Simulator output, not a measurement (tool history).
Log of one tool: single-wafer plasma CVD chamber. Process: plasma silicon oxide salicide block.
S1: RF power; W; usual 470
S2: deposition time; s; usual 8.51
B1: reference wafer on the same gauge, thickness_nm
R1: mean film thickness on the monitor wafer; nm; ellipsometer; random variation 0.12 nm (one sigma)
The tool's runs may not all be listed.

run	hour	S1	S2	B1	R1
1	0	400	8.51	81.313	77.186
2	15.2	400	8.51	81.345	77.195
3	25.8	470	8.51	81.341	79.637
4	41.4	470	8.51	81.316	79.725
5	53.9	470	8.51	81.397	79.863
6	63.8	470	8.51	81.456	79.82
7	92.7	470	8.51	81.503	79.831
8	110.4	470	8.51	81.618	80.142
9	127.8	470	8.51	81.67	80.036
10	137.1	470	7.17	81.681	67.388
11	151.7	470	8.51	81.802	80.356
12	164.7	470	8.51	81.806	80.15
13	179.3	530	8.51	81.936	82.586
# hour 182.5: gauge calibrated
# hour 192.7: RF generator calibrated
14	193.2	525	7.34	81.485	70.51
15	202.1	545	10.06	81.495	97.285
16	214.4	470	8.51	81.533	79.926

Run 17 comes next. What will it give?
# hour 236.3: showerhead replaced
17	236.8	395	9.66	?	?

B1: 81.563
R1: 87.549 nm
Without the tool's hidden state the same run would have given R1 87.312 nm.
